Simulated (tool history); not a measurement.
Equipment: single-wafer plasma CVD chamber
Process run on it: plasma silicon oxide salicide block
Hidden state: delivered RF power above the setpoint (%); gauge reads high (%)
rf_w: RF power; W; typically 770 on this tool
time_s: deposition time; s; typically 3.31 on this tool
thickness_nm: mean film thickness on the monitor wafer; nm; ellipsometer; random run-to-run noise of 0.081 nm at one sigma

run	day	rf_w	time_s	wafers since the last listed run	hours since the last RF generator calibration	hours since the showerhead was replaced	hours since the gauge calibration	read-back reference wafer on the same gauge, thickness_nm	thickness_nm
1	0.000	770	3.31	0	1060.9	3664.8	26.7	30.803	36.703
2	0.504	770	2.86	451	1073.0	3676.9	38.8	30.795	31.726
3	0.888	770	3.31	343	1082.2	3686.1	48.0	30.788	36.735
4	1.558	770	3.31	600	1098.3	3702.2	64.1	30.808	36.772
5	2.692	770	3.31	1014	1125.5	3729.4	91.3	30.804	36.744
6	3.283	770	3.31	529	1139.7	3743.6	105.5	30.802	36.802
7	3.575	770	3.31	261	1146.7	3750.6	112.5	30.803	36.814
8	3.950	770	3.31	335	1155.7	3759.6	121.5	30.798	36.831
9	4.362	770	3.31	369	1165.6	3769.5	131.4	30.799	36.845
10	4.767	770	3.31	361	1175.3	3779.2	141.1	30.793	36.730
11	5.033	735	3.31	238	1181.7	3785.6	147.5	30.803	36.195
12	5.350	735	3.31	283	1189.3	3793.2	155.1	30.804	36.154
13	5.817	735	3.31	417	1200.5	3804.4	166.3	30.798	36.417
# day 6.546: RF generator calibrated
14	6.567	770	3.00	372	0.5	3822.4	184.3	30.783	33.333
15	6.667	770	3.00	89	2.9	3824.8	186.7	30.793	33.255
16	7.300	770	3.75	566	18.1	3840.0	201.9	30.812	41.623
17	7.938	770	3.75	570	33.4	3855.3	217.2	30.783	41.635
18	8.342	770	3.31	361	43.1	3865.0	226.9	30.807	36.756
19	8.946	815	2.79	540	57.6	3879.5	241.4	30.808	31.432
20	9.350	855	3.31	361	67.3	3889.2	251.1	30.807	37.753
21	10.088	770	2.66	660	85.0	3906.9	268.8	30.805	29.524
# day 10.650: showerhead replaced
22	10.671	625	3.70	223	99.0	0.5	282.8	30.805	38.822
23	10.946	770	3.31	246	105.6	7.1	289.4	30.793	36.584
24	12.325	885	3.61	1234	138.7	40.2	322.5	30.800	41.666
25	13.054	770	3.85	652	156.2	57.7	340.0	30.811	42.769
# day 13.504: gauge calibrated
26	13.579	770	2.93	469	168.8	70.3	1.8	30.788	32.456
27	14.142	650	3.50	503	182.3	83.8	15.3	30.803	36.956
28	14.858	900	3.82	641	199.5	101.0	32.5	30.803	44.294
29	15.312	770	3.31	406	210.4	111.9	43.4	30.793	36.680
30	15.671	630	3.62	320	219.0	120.5	52.0	30.801	37.902
31	16.071	770	2.94	358	228.6	130.1	61.6	30.803	32.629
32	16.704	625	3.75	566	243.8	145.3	76.8	30.789	39.360
33	18.271	770	3.31	1402	281.4	182.9	114.4	30.805	36.722
34	19.012	770	3.31	663	299.2	200.7	132.2	30.789	36.643
35	19.604	825	3.31	529	313.4	214.9	146.4	30.805	37.355
36	20.225	770	3.31	555	328.3	229.8	161.3	30.790	36.677

How the hidden state differs across the entries between the runs, from the last listed run before each to the first after it:
Runs 13 to 14: RF generator calibrated (day 6.546)
  both runs share identical hidden conditions
Runs 21 to 22: showerhead replaced (day 10.650)
  both runs share identical hidden conditions
Runs 25 to 26: gauge calibrated (day 13.504)
  both runs share identical hidden conditions

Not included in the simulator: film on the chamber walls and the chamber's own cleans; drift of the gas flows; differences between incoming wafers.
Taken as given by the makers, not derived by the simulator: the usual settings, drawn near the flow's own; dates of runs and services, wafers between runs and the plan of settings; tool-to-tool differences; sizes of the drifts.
